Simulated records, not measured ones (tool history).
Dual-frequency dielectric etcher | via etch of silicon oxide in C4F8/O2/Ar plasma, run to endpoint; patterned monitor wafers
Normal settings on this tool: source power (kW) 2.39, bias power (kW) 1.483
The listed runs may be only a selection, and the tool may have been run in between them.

run	day	source power (kW)	bias power (kW)	wafers since the last listed run	hours since the last wet clean	hours since the last source power generator calibration	hours since the last bias power generator calibration	hours since the last upper electrode change	incoming incoming film thickness, nm	endpoint time (s)
1	0	2.17	1.721	0	276.7	2073	4207.5	3786	1269.8	262.8
2	3.496	2.66	1.483	306	360.6	2156.9	4291.4	3869.9	1263.1	251
# day 5.946: wet clean of the chamber
3	6.804	2.84	1.483	202	20.6	2236.3	4370.8	3949.3	1271.7	239.4
4	9.771	2.55	1.22	260	91.8	2307.5	4442	4020.5	1269.6	260.1
5	13.8	2.39	1.483	353	188.5	2404.2	4538.7	4117.2	1272	259.6
6	17.662	2.39	1.483	339	281.2	2496.9	4631.4	4209.9	1269.2	258.9
# day 21.325: wet clean of the chamber
7	21.458	2.39	1.483	245	3.2	2588	4722.5	4301	1271.5	252.4
8	24.221	2.39	1.318	242	69.5	2654.3	4788.8	4367.3	1271.1	261.2
# day 26.392: bias power generator calibrated
# day 28.667: upper electrode replaced
9	28.688	2.39	1.483	289	176.7	2761.5	55.1	0.5	1271.9	256.5
# day 28.908: source power generator calibrated
10	31.342	2.05	1.483	218	240.4	58.4	118.8	64.2	1274.4	282.7
11	34.488	2	1.385	276	315.9	133.9	194.3	139.7	1273.8	290.5
12	38.071	2.84	1.483	314	401.9	219.9	280.3	225.7	1277.3	253.2
# day 39.479: wet clean of the chamber
13	39.862	2	1.385	69	9.2	262.9	323.3	268.7	1268.8	282.5
14	44.188	2.76	1.666	379	113	366.7	427.1	372.5	1264.7	239.5
15	48.254	2.67	1.483	357	210.6	464.3	524.7	470.1	1250.7	249.4
16	52.321	2.54	1.241	357	308.2	561.9	622.3	567.7	1268.1	269.6

Alternative continuations, all from the tool just after run 16; predict every row:
A	52.342	2.39	1.483	1	308.7	562.4	622.8	568.2	1278.8	?
B	52.342	2.16	1.313	1	308.7	562.4	622.8	568.2	1278.8	?
C	52.342	2.68	1.772	1	308.7	562.4	622.8	568.2	1278.8	?
D	52.342	2.97	1.168	1	308.7	562.4	622.8	568.2	1278.8	?

run	endpoint time (s)
A	269.2
B	287.7
C	247.2
D	259.3
What these runs would have given with no unlogged condition in the tool:
run	endpoint time (s)
A	261.9
B	279.8
C	240.4
D	252.2
